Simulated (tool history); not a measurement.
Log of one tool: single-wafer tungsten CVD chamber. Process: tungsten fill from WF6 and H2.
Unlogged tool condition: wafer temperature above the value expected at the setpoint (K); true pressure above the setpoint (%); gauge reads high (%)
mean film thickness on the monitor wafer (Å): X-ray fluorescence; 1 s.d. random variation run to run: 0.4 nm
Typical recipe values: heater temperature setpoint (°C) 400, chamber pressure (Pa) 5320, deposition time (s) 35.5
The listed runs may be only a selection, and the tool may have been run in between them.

run,day,heater temperature setpoint (°C),chamber pressure (Pa),deposition time (s),wafers since the last listed run,hours since the last thermocouple change,hours since the last manometer calibration,hours since the showerhead was replaced,hours since the gauge calibration,"read-back reference wafer on the same gauge, thickness_nm",mean film thickness on the monitor wafer (Å)
1,0,400,5320,35.5,0,1930.8,2234.2,3667.9,730.5,114.087,1307.74
2,1.188,400,4666,40.8,597,1959.3,2262.7,3696.4,759,114.098,1406.32
3,4.154,400,4666,40.8,1493,2030.5,2333.9,3767.6,830.2,114.03,1418.52
4,5.238,400,4666,40.8,545,2056.5,2359.9,3793.6,856.2,114.047,1409.29
5,7.117,400,5320,35.5,945,2101.6,2405,3838.7,901.3,113.87,1307.84
6,8.612,400,5320,35.5,752,2137.5,2440.9,3874.6,937.2,114.094,1312.07
7,11.212,400,5320,35.5,1308,2199.9,2503.3,3937,999.6,113.943,1317.93
8,13.354,400,5320,35.5,1077,2251.3,2554.7,3988.4,1051,114.01,1318.35
9,14.546,400,5320,35.5,599,2279.9,2583.3,4017,1079.6,113.852,1320.07
# day 15.362: showerhead replaced
10,16.871,400,5320,35.5,1002,2335.7,2639.1,36.2,1135.4,114.09,1320.51
11,22.2,400,5320,35.5,2682,2463.6,2767,164.1,1263.3,114.006,1329.18
12,24.942,400,5320,35.5,1379,2529.4,2832.8,229.9,1329.1,114.012,1337.73
13,27.2,389,5320,35.5,1136,2583.6,2887,284.1,1383.3,114.042,1116.73
14,28.717,388,5959,35.5,763,2620,2923.4,320.5,1419.7,113.814,1163.82
# day 29.258: thermocouple changed; heater temperature recalibrated
15,31.196,386,5840,30.7,1080,46.5,2982.9,380,1479.2,114.058,1010.55
16,33.571,387,4973,33.5,1195,103.5,3039.9,437,1536.2,114.013,1040.36
17,34.592,400,5320,35.5,513,128,3064.4,461.5,1560.7,114.096,1401.43
18,37.362,400,5320,35.5,1394,194.5,3130.9,528,1627.2,113.969,1398.13
# day 38.475: capacitance manometer re-zeroed and calibrated
19,39.271,411,5959,39.4,792,240.3,19.1,573.8,1673,113.974,1937.57
20,41.283,400,5320,35.5,1012,288.6,67.4,622.1,1721.3,113.983,1400.33
21,42.521,400,4973,35.5,622,318.3,97.1,651.8,1751,113.999,1360.41
22,44.762,414,4520,30.8,1128,372.1,150.9,705.6,1804.8,114.04,1381.2
23,45.871,400,5320,35.5,557,398.7,177.5,732.2,1831.4,113.922,1401.62
# day 47.788: thermocouple changed; heater temperature recalibrated, repeated, since the last time left the tool worse
24,47.808,390,4813,35.5,807,0.5,224,778.7,1877.9,114.02,1016.5
# day 50.117: gauge calibrated
25,50.35,400,5320,29.7,1279,61.5,285,839.7,5.6,114.036,1054.95
26,52.692,386,5973,28.7,1178,117.7,341.2,895.9,61.8,114.075,848.99
27,53.754,411,4720,37.9,534,143.2,366.7,921.4,87.3,113.954,1506.32
28,60.892,400,5320,35.5,3592,314.5,538,1092.7,258.6,114.207,1256.13
29,63.638,413,6586,35.5,1382,380.4,603.9,1158.6,324.5,114.096,1705.95
30,65.179,388,6373,30.4,775,417.4,640.9,1195.6,361.5,114.085,962.36
31,66.375,400,4053,35.5,601,446.1,669.6,1224.3,390.2,114.06,1097.98
32,68.067,408,5320,33.1,851,486.7,710.2,1264.9,430.8,113.898,1336.24
33,69.183,414,5320,33.6,562,513.5,737,1291.7,457.6,114.075,1480.21
34,70.383,393,6026,40.5,603,542.3,765.8,1320.5,486.4,114.014,1361.51
35,71.883,385,5320,35.5,754,578.3,801.8,1356.5,522.4,113.885,980.65

Some steps in mean film thickness on the monitor wafer (Å), run to run, broken into two amounts with sign: the step expected even without the hidden condition (settings, incoming material, random variation), and the rest, left for the hidden condition together with whatever gauge scatter is not in both the measured and the hidden-condition-free result:
Run 18 -> 19: heater temperature setpoint (°C) 400 -> 411, chamber pressure (Pa) 5320 -> 5959, deposition time (s) 35.5 -> 39.4, capacitance manometer re-zeroed and calibrated. mean film thickness on the monitor wafer (Å) +539.44: hidden state +39.58, all else +499.86.
Run 19 -> 20: heater temperature setpoint (°C) 411 -> 400, chamber pressure (Pa) 5959 -> 5320, deposition time (s) 39.4 -> 35.5. mean film thickness on the monitor wafer (Å) -537.24: hidden state -38.84, all else -498.4.
Run 23 -> 24: heater temperature setpoint (°C) 400 -> 390, chamber pressure (Pa) 5320 -> 4813, thermocouple changed; heater temperature recalibrated, repeated, since the last time left the tool worse. mean film thickness on the monitor wafer (Å) -385.12: hidden state -143.18, all else -241.94.
Run 26 -> 27: heater temperature setpoint (°C) 386 -> 411, chamber pressure (Pa) 5973 -> 4720, deposition time (s) 28.7 -> 37.9. mean film thickness on the monitor wafer (Å) +657.33: hidden state -0.27, all else +657.6.
Run 29 -> 30: heater temperature setpoint (°C) 413 -> 388, chamber pressure (Pa) 6586 -> 6373, deposition time (s) 35.5 -> 30.4. mean film thickness on the monitor wafer (Å) -743.59: hidden state +0.03, all else -743.62.

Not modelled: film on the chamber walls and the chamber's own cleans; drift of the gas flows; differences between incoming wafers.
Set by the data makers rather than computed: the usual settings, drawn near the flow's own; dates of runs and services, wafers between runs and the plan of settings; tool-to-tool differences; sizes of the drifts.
